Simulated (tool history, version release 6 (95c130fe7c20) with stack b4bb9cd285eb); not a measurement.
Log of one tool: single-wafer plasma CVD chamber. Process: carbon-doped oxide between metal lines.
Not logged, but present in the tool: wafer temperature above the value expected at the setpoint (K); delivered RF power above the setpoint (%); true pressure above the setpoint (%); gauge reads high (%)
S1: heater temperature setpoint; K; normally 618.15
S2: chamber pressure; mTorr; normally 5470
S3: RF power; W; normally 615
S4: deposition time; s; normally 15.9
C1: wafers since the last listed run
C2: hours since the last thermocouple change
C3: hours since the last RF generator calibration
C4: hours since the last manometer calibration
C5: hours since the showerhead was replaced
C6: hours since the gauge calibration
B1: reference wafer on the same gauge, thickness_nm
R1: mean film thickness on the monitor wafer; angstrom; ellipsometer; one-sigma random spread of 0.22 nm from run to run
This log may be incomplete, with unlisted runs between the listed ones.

run 1 hour=0.0 | S1=618.15 S2=5470 S3=615 S4=15.9 | C1=0 C2=1691.8 C3=1800.5 C4=960.8 C5=4804.1 C6=1231.2 | B1=73.062 | R1=869.11
-- hour=39.2 thermocouple changed; heater temperature recalibrated
run 2 hour=40.3 | S1=618.15 S2=5470 S3=615 S4=15.9 | C1=970 C2=1.1 C3=1840.8 C4=1001.1 C5=4844.4 C6=1271.5 | B1=73.082 | R1=878.21
-- hour=79.3 RF generator calibrated
run 3 hour=87.6 | S1=618.15 S2=5470 S3=615 S4=15.9 | C1=1181 C2=48.4 C3=8.3 C4=1048.4 C5=4891.7 C6=1318.8 | B1=73.132 | R1=896.95
run 4 hour=117.8 | S1=618.15 S2=5470 S3=615 S4=15.9 | C1=907 C2=78.6 C3=38.5 C4=1078.6 C5=4921.9 C6=1349.0 | B1=73.119 | R1=897.83
run 5 hour=151.0 | S1=618.15 S2=6690 S3=735 S4=14.7 | C1=997 C2=111.8 C3=71.7 C4=1111.8 C5=4955.1 C6=1382.2 | B1=73.131 | R1=933.96
run 6 hour=188.8 | S1=628.15 S2=5470 S3=720 S4=15.9 | C1=1136 C2=149.6 C3=109.5 C4=1149.6 C5=4992.9 C6=1420.0 | B1=73.058 | R1=957.33
run 7 hour=253.5 | S1=610.15 S2=6470 S3=655 S4=18.2 | C1=1944 C2=214.3 C3=174.2 C4=1214.3 C5=5057.6 C6=1484.7 | B1=73.081 | R1=1100.64
run 8 hour=295.5 | S1=618.15 S2=5470 S3=660 S4=15.9 | C1=1262 C2=256.3 C3=216.2 C4=1256.3 C5=5099.6 C6=1526.7 | B1=73.157 | R1=932.45
run 9 hour=329.3 | S1=606.15 S2=5470 S3=615 S4=15.9 | C1=1015 C2=290.1 C3=250.0 C4=1290.1 C5=5133.4 C6=1560.5 | B1=73.103 | R1=924.83
-- hour=366.1 showerhead replaced
run 10 hour=386.4 | S1=618.15 S2=5470 S3=615 S4=15.9 | C1=1475 C2=347.2 C3=307.1 C4=1347.2 C5=20.3 C6=1617.6 | B1=73.115 | R1=896.39
run 11 hour=455.8 | S1=618.15 S2=5020 S3=665 S4=15.9 | C1=2085 C2=416.6 C3=376.5 C4=1416.6 C5=89.7 C6=1687.0 | B1=73.177 | R1=926.98
-- hour=480.3 capacitance manometer re-zeroed and calibrated
run 12 hour=499.4 | S1=632.15 S2=4810 S3=510 S4=14.0 | C1=1069 C2=460.2 C3=420.1 C4=19.1 C5=133.3 C6=1730.6 | B1=73.067 | R1=673.29
run 13 hour=556.0 | S1=618.15 S2=6670 S3=740 S4=14.1 | C1=1701 C2=516.8 C3=476.7 C4=75.7 C5=189.9 C6=1787.2 | B1=73.061 | R1=894.24
run 14 hour=614.6 | S1=618.15 S2=4470 S3=615 S4=14.2 | C1=1761 C2=575.4 C3=535.3 C4=134.3 C5=248.5 C6=1845.8 | B1=73.055 | R1=781.27
run 15 hour=664.1 | S1=618.15 S2=4410 S3=505 S4=17.9 | C1=1487 C2=624.9 C3=584.8 C4=183.8 C5=298.0 C6=1895.3 | B1=73.106 | R1=874.09
run 16 hour=711.0 | S1=618.15 S2=4160 S3=710 S4=15.9 | C1=1409 C2=671.8 C3=631.7 C4=230.7 C5=344.9 C6=1942.2 | B1=73.127 | R1=944.81
run 17 hour=767.6 | S1=618.15 S2=4400 S3=710 S4=13.3 | C1=1701 C2=728.4 C3=688.3 C4=287.3 C5=401.5 C6=1998.8 | B1=73.124 | R1=792.95
-- hour=773.7 gauge calibrated
run 18 hour=830.8 | S1=618.15 S2=5470 S3=615 S4=15.9 | C1=1899 C2=791.6 C3=751.5 C4=350.5 C5=464.7 C6=57.1 | B1=73.115 | R1=889.99
run 19 hour=902.2 | S1=618.15 S2=5470 S3=615 S4=15.9 | C1=2145 C2=863.0 C3=822.9 C4=421.9 C5=536.1 C6=128.5 | B1=73.121 | R1=884.36
run 20 hour=929.6 | S1=623.15 S2=6170 S3=615 S4=14.5 | C1=823 C2=890.4 C3=850.3 C4=449.3 C5=563.5 C6=155.9 | B1=73.131 | R1=804.47
run 21 hour=990.1 | S1=627.15 S2=4300 S3=550 S4=18.7 | C1=1818 C2=950.9 C3=910.8 C4=509.8 C5=624.0 C6=216.4 | B1=73.092 | R1=928.76
run 22 hour=1057.9 | S1=618.15 S2=5470 S3=615 S4=15.9 | C1=2037 C2=1018.7 C3=978.6 C4=577.6 C5=691.8 C6=284.2 | B1=73.087 | R1=877.12

Run 23 comes next. What will it give?
run 23 hour=1107.2 | S1=629.15 S2=4620 S3=615 S4=14.0 | C1=1481 C2=1068.0 C3=1027.9 C4=626.9 C5=741.1 C6=333.5 | B1=? | R1=?

Run 23 produced B1 73.123, R1 745.22 angstrom.
Without the tool's hidden state the same run would have given R1 759.17 angstrom.

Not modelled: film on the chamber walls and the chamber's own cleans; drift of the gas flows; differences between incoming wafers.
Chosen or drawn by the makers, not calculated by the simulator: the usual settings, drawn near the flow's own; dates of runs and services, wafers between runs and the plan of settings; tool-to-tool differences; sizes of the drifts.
